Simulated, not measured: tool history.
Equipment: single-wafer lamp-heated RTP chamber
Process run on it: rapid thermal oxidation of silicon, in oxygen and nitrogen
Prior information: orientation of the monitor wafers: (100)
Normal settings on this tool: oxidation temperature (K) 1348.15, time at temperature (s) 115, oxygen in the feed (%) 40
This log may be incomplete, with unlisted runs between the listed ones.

run,hour,oxidation temperature (K),time at temperature (s),oxygen in the feed (%),"read-back reference wafer on the same gauge, thickness",oxide thickness on the monitor wafer (Å)
1,0.0,1348.15,115,40,10.606,108.30
2,14.7,1348.15,115,40,10.597,109.77
3,27.9,1348.15,70,40,10.595,87.87
4,41.0,1348.15,70,40,10.603,88.04
5,54.5,1348.15,115,53,10.598,121.65
6,70.7,1348.15,115,53,10.590,122.05
7,83.7,1340.15,115,40,10.607,105.08
8,90.4,1340.15,115,40,10.597,104.74
9,106.9,1340.15,115,40,10.621,105.04
10,122.3,1355.15,115,40,10.584,116.02
11,132.2,1373.15,81,30,10.591,99.51
# hour 148.9: oxygen flow controller replaced
12,149.4,1348.15,115,53,10.580,122.02
13,155.1,1373.15,115,59,10.600,149.39
# hour 157.1: gauge calibrated
# hour 165.4: pyrometer window cleaned and pyrometer calibrated
14,165.9,1348.15,115,63,10.612,127.66
15,170.8,1348.15,115,40,10.590,108.35
16,182.5,1348.15,115,40,10.615,108.49
17,192.5,1324.15,168,63,10.594,130.14
18,204.4,1348.15,115,19,10.607,83.64
19,212.0,1348.15,70,40,10.605,87.76
20,227.6,1339.15,95,28,10.605,83.77
21,235.4,1348.15,152,69,10.584,152.97

Each row is a separate what-if for the run after 21, all from the same tool condition, not one after another. Results?
A,235.8,1348.15,115,22,?,?
B,235.8,1330.15,115,40,?,?
C,235.8,1367.15,61,29,?,?

run,"read-back reference wafer on the same gauge, thickness",oxide thickness on the monitor wafer (Å)
A,10.613,88.93
B,10.613,97.69
C,10.613,83.56
What these runs would have given with no unlogged condition in the tool:
run,oxide thickness on the monitor wafer (Å)
A,87.54
B,96.10
C,82.29
